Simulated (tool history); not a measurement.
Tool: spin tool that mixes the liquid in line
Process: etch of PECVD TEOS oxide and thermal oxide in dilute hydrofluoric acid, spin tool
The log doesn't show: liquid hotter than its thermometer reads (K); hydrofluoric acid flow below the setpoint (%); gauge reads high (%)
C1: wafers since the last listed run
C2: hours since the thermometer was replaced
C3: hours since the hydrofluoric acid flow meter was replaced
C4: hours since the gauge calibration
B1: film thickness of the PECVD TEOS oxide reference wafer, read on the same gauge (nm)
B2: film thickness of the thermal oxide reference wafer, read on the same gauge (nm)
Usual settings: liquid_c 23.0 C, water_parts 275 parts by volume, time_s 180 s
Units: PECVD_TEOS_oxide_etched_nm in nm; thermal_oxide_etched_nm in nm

Run 1, hour 0.0: usual settings; C1 0; C2 1369.6; C3 2140.5; C4 249.5; B1 150.00; B2 120.010. Result: PECVD_TEOS_oxide_etched_nm 11.34 nm, thermal_oxide_etched_nm 2.521 nm.
Run 2, hour 29.7: usual settings; C1 278; C2 1399.3; C3 2170.2; C4 279.2; B1 149.98; B2 119.998. Result: PECVD_TEOS_oxide_etched_nm 11.38 nm, thermal_oxide_etched_nm 2.483 nm.
Run 3, hour 64.7: usual settings; C1 327; C2 1434.3; C3 2205.2; C4 314.2; B1 150.00; B2 120.000. Result: PECVD_TEOS_oxide_etched_nm 11.48 nm, thermal_oxide_etched_nm 2.511 nm.
Run 4, hour 81.5: usual settings; C1 157; C2 1451.1; C3 2222.0; C4 331.0; B1 150.03; B2 119.992. Result: PECVD_TEOS_oxide_etched_nm 11.28 nm, thermal_oxide_etched_nm 2.494 nm.
Run 5, hour 110.2: usual settings but liquid_c 24.0 C; C1 268; C2 1479.8; C3 2250.7; C4 359.7; B1 150.00; B2 119.987. Result: PECVD_TEOS_oxide_etched_nm 11.80 nm, thermal_oxide_etched_nm 2.622 nm.
Run 6, hour 132.0: usual settings but liquid_c 24.0 C; C1 204; C2 1501.6; C3 2272.5; C4 381.5; B1 149.99; B2 120.009. Result: PECVD_TEOS_oxide_etched_nm 11.90 nm, thermal_oxide_etched_nm 2.580 nm.
Run 7, hour 157.9: usual settings; C1 242; C2 1527.5; C3 2298.4; C4 407.4; B1 150.00; B2 119.999. Result: PECVD_TEOS_oxide_etched_nm 11.43 nm, thermal_oxide_etched_nm 2.563 nm.
Run 8, hour 175.6: usual settings; C1 165; C2 1545.2; C3 2316.1; C4 425.1; B1 149.98; B2 120.000. Result: PECVD_TEOS_oxide_etched_nm 11.35 nm, thermal_oxide_etched_nm 2.535 nm.
Run 9, hour 208.6: usual settings but liquid_c 19.5 C; C1 308; C2 1578.2; C3 2349.1; C4 458.1; B1 149.99; B2 120.014. Result: PECVD_TEOS_oxide_etched_nm 10.22 nm, thermal_oxide_etched_nm 2.258 nm.
Run 10, hour 223.1: usual settings but time_s 120 s; C1 135; C2 1592.7; C3 2363.6; C4 472.6; B1 150.00; B2 119.980. Result: PECVD_TEOS_oxide_etched_nm 7.64 nm, thermal_oxide_etched_nm 1.701 nm.
Run 11, hour 237.2: usual settings but time_s 150 s; C1 131; C2 1606.8; C3 2377.7; C4 486.7; B1 149.98; B2 120.005. Result: PECVD_TEOS_oxide_etched_nm 9.56 nm, thermal_oxide_etched_nm 2.100 nm.
At hour 244.4: thermometer replaced.
Run 12, hour 251.6: usual settings but time_s 150 s; C1 125; C2 7.2; C3 2392.1; C4 501.1; B1 150.02; B2 120.005. Result: PECVD_TEOS_oxide_etched_nm 8.89 nm, thermal_oxide_etched_nm 1.963 nm.
Run 13, hour 286.5: usual settings but liquid_c 24.0 C; C1 326; C2 42.1; C3 2427.0; C4 536.0; B1 149.99; B2 120.013. Result: PECVD_TEOS_oxide_etched_nm 11.08 nm, thermal_oxide_etched_nm 2.419 nm.
Run 14, hour 322.3: usual settings but liquid_c 21.0 C, water_parts 365 parts by volume, time_s 75 s; C1 335; C2 77.9; C3 2462.8; C4 571.8; B1 150.00; B2 120.014. Result: PECVD_TEOS_oxide_etched_nm 2.87 nm, thermal_oxide_etched_nm 0.638 nm.
At hour 324.6: hydrofluoric acid flow meter replaced.
Run 15, hour 347.4: usual settings but liquid_c 18.0 C; C1 225; C2 103.0; C3 22.8; C4 596.9; B1 149.98; B2 119.986. Result: PECVD_TEOS_oxide_etched_nm 8.95 nm, thermal_oxide_etched_nm 2.018 nm.
At hour 360.3: gauge calibrated.
Run 16, hour 372.9: usual settings but liquid_c 20.5 C, water_parts 190 parts by volume, time_s 100 s; C1 238; C2 128.5; C3 48.3; C4 12.6; B1 150.00; B2 119.987. Result: PECVD_TEOS_oxide_etched_nm 8.55 nm, thermal_oxide_etched_nm 1.936 nm.
Run 17, hour 396.4: usual settings but time_s 150 s; C1 219; C2 152.0; C3 71.8; C4 36.1; B1 150.00; B2 119.994. Result: PECVD_TEOS_oxide_etched_nm 9.03 nm, thermal_oxide_etched_nm 1.988 nm.
Run 18, hour 423.6: usual settings but liquid_c 20.0 C, water_parts 195 parts by volume; C1 254; C2 179.2; C3 99.0; C4 63.3; B1 149.99; B2 119.995. Result: PECVD_TEOS_oxide_etched_nm 14.66 nm, thermal_oxide_etched_nm 3.278 nm.
Run 19, hour 443.3: usual settings but liquid_c 26.0 C, water_parts 205 parts by volume; C1 184; C2 198.9; C3 118.7; C4 83.0; B1 150.01; B2 120.001. Result: PECVD_TEOS_oxide_etched_nm 17.31 nm, thermal_oxide_etched_nm 3.817 nm.
Run 20, hour 470.3: usual settings but time_s 255 s; C1 252; C2 225.9; C3 145.7; C4 110.0; B1 150.01; B2 120.012. Result: PECVD_TEOS_oxide_etched_nm 15.14 nm, thermal_oxide_etched_nm 3.319 nm.
Run 21, hour 499.2: usual settings but liquid_c 26.0 C, water_parts 355 parts by volume; C1 270; C2 254.8; C3 174.6; C4 138.9; B1 150.00; B2 119.995. Result: PECVD_TEOS_oxide_etched_nm 8.57 nm, thermal_oxide_etched_nm 1.906 nm.
Run 22, hour 527.5: usual settings but liquid_c 26.0 C; C1 264; C2 283.1; C3 202.9; C4 167.2; B1 149.99; B2 119.992. Result: PECVD_TEOS_oxide_etched_nm 11.97 nm, thermal_oxide_etched_nm 2.667 nm.
Run 23, hour 540.1: usual settings but time_s 265 s; C1 117; C2 295.7; C3 215.5; C4 179.8; B1 150.01; B2 119.981. Result: PECVD_TEOS_oxide_etched_nm 15.99 nm, thermal_oxide_etched_nm 3.523 nm.

Run 24 comes next. What will it give?
Run 24, hour 573.1: usual settings but liquid_c 26.5 C, water_parts 365 parts by volume, time_s 85 s; C1 308; C2 328.7; C3 248.5; C4 212.8; B1 ?; B2 ?. Result: PECVD_TEOS_oxide_etched_nm ?, thermal_oxide_etched_nm ?.

Run 24 gave B1 150.00, B2 120.019, PECVD_TEOS_oxide_etched_nm 3.95 nm, thermal_oxide_etched_nm 0.860 nm.
Without the tool's hidden state the same run would have given PECVD_TEOS_oxide_etched_nm 3.84 nm, thermal_oxide_etched_nm 0.838 nm.
